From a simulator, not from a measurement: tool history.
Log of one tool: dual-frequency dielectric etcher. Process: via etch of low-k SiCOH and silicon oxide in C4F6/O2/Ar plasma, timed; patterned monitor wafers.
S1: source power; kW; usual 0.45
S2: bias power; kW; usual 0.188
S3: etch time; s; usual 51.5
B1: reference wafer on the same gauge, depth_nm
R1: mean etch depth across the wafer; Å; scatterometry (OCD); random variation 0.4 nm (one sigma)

{"run": 1, "hour": 0.0, "S1": 0.45, "S2": 0.188, "S3": 51.5, "B1": 170, "R1": 1515}
{"run": 2, "hour": 83.0, "S1": 0.45, "S2": 0.188, "S3": 51.5, "B1": 170, "R1": 1510}
{"run": 3, "hour": 172.8, "S1": 0.45, "S2": 0.188, "S3": 59.5, "B1": 169.9, "R1": 1746}
{"hour": 210.0, "done": "wet clean of the chamber"}
{"run": 4, "hour": 250.5, "S1": 0.45, "S2": 0.176, "S3": 51.5, "B1": 170, "R1": 1473}
{"run": 5, "hour": 291.7, "S1": 0.45, "S2": 0.176, "S3": 51.5, "B1": 170, "R1": 1475}
{"hour": 395.6, "done": "upper electrode replaced"}
{"hour": 396.6, "done": "gauge calibrated"}
{"run": 6, "hour": 396.8, "S1": 0.51, "S2": 0.188, "S3": 51.5, "B1": 170, "R1": 1587}
{"run": 7, "hour": 435.8, "S1": 0.45, "S2": 0.188, "S3": 51.5, "B1": 169.9, "R1": 1503}
{"run": 8, "hour": 472.2, "S1": 0.45, "S2": 0.188, "S3": 41.5, "B1": 170, "R1": 1221}
{"hour": 550.0, "done": "bias power generator calibrated"}
{"run": 9, "hour": 557.2, "S1": 0.45, "S2": 0.188, "S3": 44, "B1": 169.9, "R1": 1312}
{"run": 10, "hour": 617.3, "S1": 0.51, "S2": 0.159, "S3": 57, "B1": 170, "R1": 1672}
{"hour": 665.2, "done": "source power generator calibrated"}
{"run": 11, "hour": 682.1, "S1": 0.55, "S2": 0.148, "S3": 51.5, "B1": 170, "R1": 1549}
{"hour": 707.7, "done": "wet clean of the chamber"}
{"run": 12, "hour": 782.0, "S1": 0.45, "S2": 0.188, "S3": 51.5, "B1": 169.9, "R1": 1549}
{"run": 13, "hour": 883.3, "S1": 0.45, "S2": 0.232, "S3": 58.5, "B1": 170, "R1": 1906}
{"run": 14, "hour": 957.7, "S1": 0.45, "S2": 0.188, "S3": 51.5, "B1": 170, "R1": 1548}
{"run": 15, "hour": 1054.0, "S1": 0.5, "S2": 0.214, "S3": 51.5, "B1": 170, "R1": 1687}
{"run": 16, "hour": 1090.1, "S1": 0.38, "S2": 0.155, "S3": 46, "B1": 169.9, "R1": 1180}

5 ways to go on from here, each from the tool as it stands after run 16. What would each give?
{"run": "A", "hour": 1090.5, "S1": 0.45, "S2": 0.222, "S3": 51.5, "B1": "?", "R1": "?"}
{"run": "B", "hour": 1090.5, "S1": 0.45, "S2": 0.226, "S3": 51.5, "B1": "?", "R1": "?"}
{"run": "C", "hour": 1090.5, "S1": 0.5, "S2": 0.188, "S3": 51.5, "B1": "?", "R1": "?"}
{"run": "D", "hour": 1090.5, "S1": 0.39, "S2": 0.188, "S3": 42.5, "B1": "?", "R1": "?"}
{"run": "E", "hour": 1090.5, "S1": 0.45, "S2": 0.215, "S3": 51.5, "B1": "?", "R1": "?"}

run=A B1=170 R1=1644
run=B B1=170 R1=1656
run=C B1=170 R1=1607
run=D B1=170 R1=1196
run=E B1=170 R1=1623
Without the tool's hidden state the same runs would have given:
run=A R1=1690
run=B R1=1702
run=C R1=1651
run=D R1=1228
run=E R1=1668

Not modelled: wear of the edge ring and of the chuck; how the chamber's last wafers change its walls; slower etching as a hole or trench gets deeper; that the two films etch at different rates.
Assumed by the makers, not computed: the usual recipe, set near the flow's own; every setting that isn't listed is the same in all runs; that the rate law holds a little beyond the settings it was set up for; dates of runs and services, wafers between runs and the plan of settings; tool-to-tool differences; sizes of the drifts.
